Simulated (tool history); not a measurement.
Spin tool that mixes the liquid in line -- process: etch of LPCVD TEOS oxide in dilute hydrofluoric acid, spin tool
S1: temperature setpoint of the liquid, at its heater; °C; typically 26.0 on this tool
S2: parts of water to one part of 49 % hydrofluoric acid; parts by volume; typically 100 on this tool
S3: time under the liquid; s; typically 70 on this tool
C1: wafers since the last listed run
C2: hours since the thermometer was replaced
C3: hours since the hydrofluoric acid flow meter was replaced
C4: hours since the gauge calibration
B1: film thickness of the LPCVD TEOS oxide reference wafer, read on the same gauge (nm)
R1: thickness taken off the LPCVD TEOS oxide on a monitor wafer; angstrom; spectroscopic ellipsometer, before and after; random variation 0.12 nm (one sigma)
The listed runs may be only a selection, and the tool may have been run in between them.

| run | hour | S1 | S2 | S3 | C1 | C2 | C3 | C4 | B1 | R1 |
|---|---|---|---|---|---|---|---|---|---|---|
| 1 | 0.0 | 26.0 | 100 | 70 | 0 | 138.2 | 1694.4 | 1734.6 | 109.98 | 158.0 |
| 2 | 85.0 | 26.0 | 100 | 70 | 1019 | 223.2 | 1779.4 | 1819.6 | 110.01 | 160.3 |
|  | 127.8 | hydrofluoric acid flow meter replaced |
| 3 | 140.1 | 26.0 | 100 | 70 | 648 | 278.3 | 12.3 | 1874.7 | 110.01 | 169.0 |
| 4 | 224.2 | 26.0 | 100 | 70 | 1008 | 362.4 | 96.4 | 1958.8 | 109.98 | 168.1 |
| 5 | 303.2 | 26.0 | 80 | 70 | 947 | 441.4 | 175.4 | 2037.8 | 110.00 | 215.4 |
| 6 | 358.4 | 23.5 | 100 | 70 | 661 | 496.6 | 230.6 | 2093.0 | 109.98 | 150.6 |
| 7 | 401.9 | 23.5 | 100 | 70 | 521 | 540.1 | 274.1 | 2136.5 | 110.02 | 152.5 |
| 8 | 506.3 | 26.0 | 90 | 70 | 1251 | 644.5 | 378.5 | 2240.9 | 110.00 | 187.6 |
| 9 | 567.3 | 26.0 | 90 | 70 | 731 | 705.5 | 439.5 | 2301.9 | 109.99 | 185.7 |
| 10 | 658.3 | 26.0 | 100 | 90 | 1091 | 796.5 | 530.5 | 2392.9 | 109.99 | 212.9 |
| 11 | 734.4 | 28.5 | 60 | 70 | 912 | 872.6 | 606.6 | 2469.0 | 110.00 | 316.0 |
| 12 | 788.5 | 26.0 | 100 | 90 | 648 | 926.7 | 660.7 | 2523.1 | 109.99 | 209.7 |
| 13 | 896.0 | 30.0 | 100 | 70 | 1289 | 1034.2 | 768.2 | 2630.6 | 110.00 | 192.0 |
| 14 | 970.7 | 24.0 | 80 | 70 | 895 | 1108.9 | 842.9 | 2705.3 | 110.00 | 192.4 |
| 15 | 1009.6 | 26.0 | 120 | 70 | 466 | 1147.8 | 881.8 | 2744.2 | 109.99 | 130.2 |
|  | 1063.2 | gauge calibrated |
|  | 1076.6 | thermometer replaced |
| 16 | 1210.1 | 28.5 | 60 | 70 | 2392 | 133.5 | 1082.3 | 146.9 | 110.03 | 321.2 |
| 17 | 1253.7 | 26.0 | 100 | 70 | 522 | 177.1 | 1125.9 | 190.5 | 110.00 | 164.7 |
| 18 | 1338.8 | 27.5 | 140 | 70 | 1020 | 262.2 | 1211.0 | 275.6 | 110.00 | 116.2 |
| 19 | 1419.9 | 28.0 | 65 | 70 | 972 | 343.3 | 1292.1 | 356.7 | 110.01 | 282.4 |
| 20 | 1486.2 | 26.0 | 140 | 70 | 795 | 409.6 | 1358.4 | 423.0 | 109.98 | 108.2 |
| 21 | 1554.3 | 26.0 | 135 | 85 | 816 | 477.7 | 1426.5 | 491.1 | 110.01 | 138.3 |
| 22 | 1610.0 | 29.5 | 100 | 85 | 667 | 533.4 | 1482.2 | 546.8 | 110.00 | 223.1 |
| 23 | 1691.0 | 26.0 | 115 | 110 | 971 | 614.4 | 1563.2 | 627.8 | 109.98 | 211.5 |
| 24 | 1752.5 | 26.0 | 130 | 70 | 737 | 675.9 | 1624.7 | 689.3 | 110.01 | 117.6 |
|  | 1762.1 | hydrofluoric acid flow meter replaced |
| 25 | 1817.8 | 23.0 | 55 | 70 | 771 | 741.2 | 55.7 | 754.6 | 110.03 | 283.1 |
| 26 | 1906.8 | 22.0 | 145 | 70 | 1067 | 830.2 | 144.7 | 843.6 | 109.97 | 92.0 |
| 27 | 1950.3 | 24.5 | 120 | 70 | 521 | 873.7 | 188.2 | 887.1 | 109.98 | 125.8 |
| 28 | 2009.5 | 26.0 | 55 | 70 | 709 | 932.9 | 247.4 | 946.3 | 109.99 | 313.5 |
| 29 | 2111.0 | 30.5 | 150 | 35 | 1217 | 1034.4 | 348.9 | 1047.8 | 110.00 | 60.6 |
| 30 | 2163.5 | 24.5 | 130 | 110 | 629 | 1086.9 | 401.4 | 1100.3 | 109.99 | 177.4 |
| 31 | 2257.5 | 26.0 | 130 | 70 | 1127 | 1180.9 | 495.4 | 1194.3 | 109.98 | 120.5 |
| 32 | 2307.5 | 30.5 | 115 | 100 | 599 | 1230.9 | 545.4 | 1244.3 | 110.00 | 230.9 |

5 options for the next run, each taken on its own from the tool as it stands now. Forecast them:
| A | 2307.9 | 26.0 | 65 | 70 | 4 | 1231.3 | 545.8 | 1244.7 | ? | ? |
| B | 2307.9 | 26.0 | 100 | 50 | 4 | 1231.3 | 545.8 | 1244.7 | ? | ? |
| C | 2307.9 | 27.5 | 140 | 100 | 4 | 1231.3 | 545.8 | 1244.7 | ? | ? |
| D | 2307.9 | 24.0 | 100 | 70 | 4 | 1231.3 | 545.8 | 1244.7 | ? | ? |
| E | 2307.9 | 21.0 | 100 | 70 | 4 | 1231.3 | 545.8 | 1244.7 | ? | ? |

| run | B1 | R1 |
|---|---|---|
| A | 110.03 | 256.8 |
| B | 110.03 | 113.9 |
| C | 110.03 | 163.8 |
| D | 110.03 | 147.3 |
| E | 110.03 | 130.4 |
With no hidden state in the tool, these same runs would have given:
| run | R1 |
|---|---|
| A | 274.3 |
| B | 121.6 |
| C | 174.8 |
| D | 157.4 |
| E | 139.5 |

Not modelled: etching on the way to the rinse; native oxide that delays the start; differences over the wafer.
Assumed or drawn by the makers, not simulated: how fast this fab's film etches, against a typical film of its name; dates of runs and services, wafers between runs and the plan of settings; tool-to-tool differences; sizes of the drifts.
